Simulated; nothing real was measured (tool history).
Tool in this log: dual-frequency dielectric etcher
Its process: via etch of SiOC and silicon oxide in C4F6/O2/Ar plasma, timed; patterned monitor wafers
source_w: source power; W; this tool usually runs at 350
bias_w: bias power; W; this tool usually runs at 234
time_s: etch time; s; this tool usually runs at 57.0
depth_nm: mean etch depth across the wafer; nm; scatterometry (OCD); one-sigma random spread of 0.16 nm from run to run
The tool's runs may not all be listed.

run,hour,source_w,bias_w,time_s,wafers since the last listed run,hours since the last wet clean,hours since the last source power generator calibration,hours since the last bias power generator calibration,hours since the last upper electrode change,hours since the gauge calibration,"read-back reference wafer on the same gauge, depth_nm",depth_nm
1,0.0,350,234,57.0,0,263.8,3563.5,2481.7,4073.4,140.8,51.3,58.1
# hour 9.1: gauge calibrated
2,17.2,350,234,57.0,134,281.0,3580.7,2498.9,4090.6,8.1,51.4,58.4
3,34.0,350,234,57.0,130,297.8,3597.5,2515.7,4107.4,24.9,51.3,58.4
4,48.4,350,234,57.0,112,312.2,3611.9,2530.1,4121.8,39.3,51.5,58.2
# hour 74.2: upper electrode replaced
5,74.7,350,234,57.0,17,338.5,3638.2,2556.4,0.5,65.6,51.4,58.1
6,75.4,350,234,57.0,5,339.2,3638.9,2557.1,1.2,66.3,51.4,57.9
7,92.4,350,234,57.0,132,356.2,3655.9,2574.1,18.2,83.3,51.3,58.1
# hour 118.9: wet clean of the chamber
8,119.4,370,271,63.5,23,0.5,3682.9,2601.1,45.2,110.3,51.3,67.2
9,119.8,370,271,63.5,3,0.9,3683.3,2601.5,45.6,110.7,51.4,66.9
10,131.0,280,234,41.0,87,12.1,3694.5,2612.7,56.8,121.9,51.4,37.1
# hour 142.2: source power generator calibrated
# hour 143.7: bias power generator calibrated
# hour 148.3: gauge calibrated
# hour 157.4: wet clean of the chamber, repeated, since the last time left the tool worse
11,157.9,350,234,57.0,59,0.5,15.7,14.2,83.7,9.6,51.4,59.6
12,158.2,350,207,57.0,2,0.8,16.0,14.5,84.0,9.9,51.4,57.0

Expected results for the next run?
13,171.6,350,234,57.0,104,14.2,29.4,27.9,97.4,23.3,?,?

read-back reference wafer on the same gauge, depth_nm: 51.4
depth_nm: 59.6 nm
Had the tool carried no hidden state, the very same run would have given depth_nm 59.8 nm.

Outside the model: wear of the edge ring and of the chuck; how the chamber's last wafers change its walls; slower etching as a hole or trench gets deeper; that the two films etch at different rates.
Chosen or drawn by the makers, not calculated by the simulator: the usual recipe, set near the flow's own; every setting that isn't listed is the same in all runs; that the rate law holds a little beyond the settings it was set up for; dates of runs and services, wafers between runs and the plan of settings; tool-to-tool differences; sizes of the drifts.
